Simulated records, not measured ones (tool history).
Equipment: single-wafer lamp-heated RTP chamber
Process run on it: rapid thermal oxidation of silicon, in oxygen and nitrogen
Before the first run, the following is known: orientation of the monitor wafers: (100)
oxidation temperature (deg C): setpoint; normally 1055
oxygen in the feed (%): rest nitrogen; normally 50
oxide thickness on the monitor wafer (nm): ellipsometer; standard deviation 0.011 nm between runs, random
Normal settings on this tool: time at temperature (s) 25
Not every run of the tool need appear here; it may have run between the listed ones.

run,hour,oxidation temperature (deg C),time at temperature (s),oxygen in the feed (%),wafers since the last listed run,wafers since the last pyrometer calibration,hours since the oxygen flow controller was replaced,hours since the gauge calibration,"read-back reference wafer on the same gauge, thickness",oxide thickness on the monitor wafer (nm)
1,0.0,1055,21,50,0,4104,2035.8,1883.1,5.679,4.822
2,64.1,1055,21,50,594,4699,2099.9,1947.2,5.677,4.792
# hour 89.2: pyrometer window cleaned and pyrometer calibrated
3,141.0,1055,33,27,639,480,2176.8,2024.1,5.680,4.705
4,189.9,1055,25,50,453,934,2225.7,2073.0,5.677,5.172
5,246.0,1055,25,50,520,1454,2281.8,2129.1,5.680,5.173
6,327.9,1055,25,50,759,2214,2363.7,2211.0,5.681,5.145
7,418.1,1073,25,50,836,3051,2453.9,2301.2,5.681,5.786
8,513.2,1073,25,50,882,3934,2549.0,2396.3,5.684,5.804
# hour 609.8: pyrometer window cleaned and pyrometer calibrated
9,610.3,1055,25,50,826,4,2646.1,2493.4,5.682,5.158
10,652.8,1055,25,50,394,398,2688.6,2535.9,5.683,5.155
11,751.8,1055,25,50,918,1317,2787.6,2634.9,5.684,5.156
12,796.8,1055,25,50,417,1735,2832.6,2679.9,5.687,5.181
# hour 812.5: oxygen flow controller replaced
13,872.3,1055,25,50,626,2361,59.8,2755.4,5.685,5.195
14,955.5,1055,31,50,772,3133,143.0,2838.6,5.687,5.639
15,1051.6,1055,31,50,891,4025,239.1,2934.7,5.690,5.652
16,1138.3,1055,25,50,804,4829,325.8,3021.4,5.688,5.166
# hour 1215.0: gauge calibrated
17,1234.9,1055,25,50,896,5726,422.4,19.9,5.570,5.043
# hour 1245.2: pyrometer window cleaned and pyrometer calibrated
18,1315.3,1055,25,50,671,650,502.8,100.3,5.583,5.073
19,1366.9,1055,30,50,478,1129,554.4,151.9,5.583,5.465
20,1464.9,1047,17,50,909,2038,652.4,249.9,5.593,4.153
21,1553.8,1055,25,50,824,2863,741.3,338.8,5.602,5.075
22,1606.5,1055,21,50,489,3352,794.0,391.5,5.607,4.745
23,1705.9,1055,32,50,922,4275,893.4,490.9,5.614,5.643
24,1763.8,1055,25,22,537,4812,951.3,548.8,5.618,3.927
25,1810.0,1043,25,73,428,5241,997.5,595.0,5.619,5.357
# hour 1910.0: pyrometer window cleaned and pyrometer calibrated
26,1912.5,1031,33,50,876,23,1100.0,697.5,5.627,4.892
27,2002.8,1038,25,50,837,861,1190.3,787.8,5.630,4.578
28,2074.3,1055,25,50,663,1524,1261.8,859.3,5.631,5.110
29,2124.8,1055,25,50,468,1993,1312.3,909.8,5.636,5.122
30,2169.0,1077,33,29,410,2403,1356.5,954.0,5.636,5.495
31,2237.0,1055,18,50,630,3034,1424.5,1022.0,5.639,4.505
32,2297.4,1026,32,69,560,3594,1484.9,1082.4,5.642,5.200
33,2344.6,1030,13,58,437,4032,1532.1,1129.6,5.644,3.588
34,2431.5,1055,21,50,806,4839,1619.0,1216.5,5.645,4.786

Each row is a separate what-if for the run after 34, all from the same tool condition, not one after another. Results?
A,2432.0,1055,25,50,4,4843,1619.5,1217.0,?,?
B,2432.0,1055,16,79,4,4843,1619.5,1217.0,?,?
C,2432.0,1045,29,50,4,4843,1619.5,1217.0,?,?
D,2432.0,1063,25,38,4,4843,1619.5,1217.0,?,?
E,2432.0,1055,14,50,4,4843,1619.5,1217.0,?,?

run,"read-back reference wafer on the same gauge, thickness",oxide thickness on the monitor wafer (nm)
A,5.645,5.130
B,5.645,5.007
C,5.645,5.106
D,5.645,4.928
E,5.645,4.102
With no hidden state in the tool, these same runs would have given:
run,oxide thickness on the monitor wafer (nm)
A,5.070
B,4.949
C,5.046
D,4.870
E,4.054
